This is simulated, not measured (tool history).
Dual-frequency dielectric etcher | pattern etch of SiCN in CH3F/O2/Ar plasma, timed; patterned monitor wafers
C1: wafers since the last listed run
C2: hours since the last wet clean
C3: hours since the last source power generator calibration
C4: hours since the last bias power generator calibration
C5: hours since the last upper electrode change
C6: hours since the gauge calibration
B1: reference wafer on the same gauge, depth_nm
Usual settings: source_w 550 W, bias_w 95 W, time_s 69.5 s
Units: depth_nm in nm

{"run": 1, "day": 0.0, "source_w": 500, "bias_w": 95, "time_s": 59.5, "C1": 0, "C2": 157.4, "C3": 1543.3, "C4": 740.4, "C5": 4985.2, "C6": 456, "B1": 33.72, "depth_nm": 26.43}
{"run": 2, "day": 3.275, "source_w": 500, "bias_w": 95, "time_s": 59.5, "C1": 1038, "C2": 236, "C3": 1621.9, "C4": 819, "C5": 5063.8, "C6": 534.6, "B1": 33.76, "depth_nm": 26.69}
{"run": 3, "day": 4.971, "source_w": 500, "bias_w": 95, "time_s": 59.5, "C1": 537, "C2": 276.7, "C3": 1662.6, "C4": 859.7, "C5": 5104.5, "C6": 575.3, "B1": 33.89, "depth_nm": 26.44}
{"run": 4, "day": 6.988, "source_w": 550, "bias_w": 95, "time_s": 69.5, "C1": 639, "C2": 325.1, "C3": 1711, "C4": 908.1, "C5": 5152.9, "C6": 623.7, "B1": 33.82, "depth_nm": 32.43}
{"run": 5, "day": 8.642, "source_w": 550, "bias_w": 95, "time_s": 69.5, "C1": 524, "C2": 364.8, "C3": 1750.7, "C4": 947.8, "C5": 5192.6, "C6": 663.4, "B1": 33.79, "depth_nm": 32.48}
{"run": 6, "day": 10.867, "source_w": 550, "bias_w": 95, "time_s": 69.5, "C1": 705, "C2": 418.2, "C3": 1804.1, "C4": 1001.2, "C5": 5246, "C6": 716.8, "B1": 33.76, "depth_nm": 32.48}
{"run": 7, "day": 12.508, "source_w": 550, "bias_w": 95, "time_s": 69.5, "C1": 520, "C2": 457.6, "C3": 1843.5, "C4": 1040.6, "C5": 5285.4, "C6": 756.2, "B1": 33.84, "depth_nm": 32.68}
{"run": 8, "day": 16.867, "source_w": 550, "bias_w": 95, "time_s": 69.5, "C1": 1382, "C2": 562.2, "C3": 1948.1, "C4": 1145.2, "C5": 5390, "C6": 860.8, "B1": 33.84, "depth_nm": 33.16}
{"day": 19.1, "done": "wet clean of the chamber"}
{"run": 9, "day": 19.762, "source_w": 550, "bias_w": 100, "time_s": 69.5, "C1": 601, "C2": 15.9, "C3": 2017.6, "C4": 1214.7, "C5": 5459.5, "C6": 930.3, "B1": 33.78, "depth_nm": 32.73}
{"day": 22.7, "done": "upper electrode replaced"}
{"run": 10, "day": 23.404, "source_w": 550, "bias_w": 95, "time_s": 69.5, "C1": 837, "C2": 103.3, "C3": 2105, "C4": 1302.1, "C5": 16.9, "C6": 1017.7, "B1": 33.81, "depth_nm": 32.11}
{"day": 25.6, "done": "source power generator calibrated"}
{"run": 11, "day": 26.242, "source_w": 550, "bias_w": 95, "time_s": 69.5, "C1": 847, "C2": 171.4, "C3": 15.4, "C4": 1370.2, "C5": 85, "C6": 1085.8, "B1": 33.76, "depth_nm": 32.32}
{"day": 27.479, "done": "bias power generator calibrated"}
{"run": 12, "day": 28.912, "source_w": 430, "bias_w": 87, "time_s": 77, "C1": 794, "C2": 235.5, "C3": 79.5, "C4": 34.4, "C5": 149.1, "C6": 1149.9, "B1": 33.8, "depth_nm": 31.15}
{"run": 13, "day": 31.904, "source_w": 550, "bias_w": 115, "time_s": 49.5, "C1": 948, "C2": 307.3, "C3": 151.3, "C4": 106.2, "C5": 220.9, "C6": 1221.7, "B1": 33.73, "depth_nm": 25.35}
{"run": 14, "day": 34.229, "source_w": 550, "bias_w": 95, "time_s": 69.5, "C1": 737, "C2": 363.1, "C3": 207.1, "C4": 162, "C5": 276.7, "C6": 1277.5, "B1": 33.8, "depth_nm": 32.93}
{"run": 15, "day": 35.9, "source_w": 550, "bias_w": 95, "time_s": 69.5, "C1": 529, "C2": 403.2, "C3": 247.2, "C4": 202.1, "C5": 316.8, "C6": 1317.6, "B1": 33.82, "depth_nm": 33.08}
{"run": 16, "day": 37.404, "source_w": 550, "bias_w": 95, "time_s": 69.5, "C1": 477, "C2": 439.3, "C3": 283.3, "C4": 238.2, "C5": 352.9, "C6": 1353.7, "B1": 33.84, "depth_nm": 33.13}
{"run": 17, "day": 39.467, "source_w": 550, "bias_w": 109, "time_s": 69.5, "C1": 654, "C2": 488.8, "C3": 332.8, "C4": 287.7, "C5": 402.4, "C6": 1403.2, "B1": 33.88, "depth_nm": 35.3}
{"day": 40.612, "done": "wet clean of the chamber"}
{"run": 18, "day": 42.446, "source_w": 500, "bias_w": 95, "time_s": 69.5, "C1": 627, "C2": 44, "C3": 404.3, "C4": 359.2, "C5": 473.9, "C6": 1474.7, "B1": 33.77, "depth_nm": 30.48}
{"run": 19, "day": 46.05, "source_w": 550, "bias_w": 95, "time_s": 69.5, "C1": 1143, "C2": 130.5, "C3": 490.8, "C4": 445.7, "C5": 560.4, "C6": 1561.2, "B1": 33.87, "depth_nm": 31.73}
{"run": 20, "day": 49.158, "source_w": 610, "bias_w": 95, "time_s": 53.5, "C1": 985, "C2": 205.1, "C3": 565.4, "C4": 520.3, "C5": 635, "C6": 1635.8, "B1": 33.84, "depth_nm": 25.69}
{"run": 21, "day": 51.121, "source_w": 550, "bias_w": 95, "time_s": 69.5, "C1": 622, "C2": 252.2, "C3": 612.5, "C4": 567.4, "C5": 682.1, "C6": 1682.9, "B1": 33.81, "depth_nm": 32.03}
{"run": 22, "day": 55.425, "source_w": 550, "bias_w": 95, "time_s": 55.5, "C1": 1365, "C2": 355.5, "C3": 715.8, "C4": 670.7, "C5": 785.4, "C6": 1786.2, "B1": 33.78, "depth_nm": 26}
{"day": 56.362, "done": "gauge calibrated"}
{"run": 23, "day": 59.454, "source_w": 550, "bias_w": 119, "time_s": 89, "C1": 1277, "C2": 452.2, "C3": 812.5, "C4": 767.4, "C5": 882.1, "C6": 74.2, "B1": 33.74, "depth_nm": 45.93}
{"run": 24, "day": 63.7, "source_w": 550, "bias_w": 106, "time_s": 69.5, "C1": 1346, "C2": 554.1, "C3": 914.4, "C4": 869.3, "C5": 984, "C6": 176.1, "B1": 33.81, "depth_nm": 34.59}
{"day": 65.875, "done": "wet clean of the chamber"}
{"run": 25, "day": 65.896, "source_w": 650, "bias_w": 111, "time_s": 69.5, "C1": 379, "C2": 0.5, "C3": 967.1, "C4": 922, "C5": 1036.7, "C6": 228.8, "B1": 33.76, "depth_nm": 36.1}
{"run": 26, "day": 67.579, "source_w": 660, "bias_w": 106, "time_s": 86, "C1": 533, "C2": 40.9, "C3": 1007.5, "C4": 962.4, "C5": 1077.1, "C6": 269.2, "B1": 33.78, "depth_nm": 44.02}
{"run": 27, "day": 75.2, "source_w": 670, "bias_w": 78, "time_s": 69.5, "C1": 2416, "C2": 223.8, "C3": 1190.4, "C4": 1145.3, "C5": 1260, "C6": 452.1, "B1": 33.82, "depth_nm": 31.88}
{"run": 28, "day": 79.462, "source_w": 620, "bias_w": 79, "time_s": 69.5, "C1": 1351, "C2": 326.1, "C3": 1292.7, "C4": 1247.6, "C5": 1362.3, "C6": 554.4, "B1": 33.76, "depth_nm": 31.34}
{"run": 29, "day": 82.8, "source_w": 450, "bias_w": 79, "time_s": 69.5, "C1": 1058, "C2": 406.2, "C3": 1372.8, "C4": 1327.7, "C5": 1442.4, "C6": 634.5, "B1": 33.86, "depth_nm": 27.63}

The tool's hidden state at each run:
source power that arrives over what is set, %: 0 in every run
bias power that arrives over what is set, %: 0 in every run
gauge reads high (%): 0 in every run
H1: etch rate over this chamber's usual, %
run=1 H1=1.15
run=2 H1=1.78
run=3 H1=2.1
run=4 H1=2.49
run=5 H1=2.81
run=6 H1=3.24
run=7 H1=3.55
run=8 H1=4.39
run=9 H1=1.21
run=10 H1=1.9
run=11 H1=2.45
run=12 H1=2.96
run=13 H1=3.53
run=14 H1=3.98
run=15 H1=4.3
run=16 H1=4.59
run=17 H1=4.99
run=18 H1=0.102
run=19 H1=0.794
run=20 H1=1.39
run=21 H1=1.77
run=22 H1=2.59
run=23 H1=3.36
run=24 H1=4.18
run=25 H1=-0.745
run=26 H1=-0.422
run=27 H1=1.04
run=28 H1=1.86
run=29 H1=2.5

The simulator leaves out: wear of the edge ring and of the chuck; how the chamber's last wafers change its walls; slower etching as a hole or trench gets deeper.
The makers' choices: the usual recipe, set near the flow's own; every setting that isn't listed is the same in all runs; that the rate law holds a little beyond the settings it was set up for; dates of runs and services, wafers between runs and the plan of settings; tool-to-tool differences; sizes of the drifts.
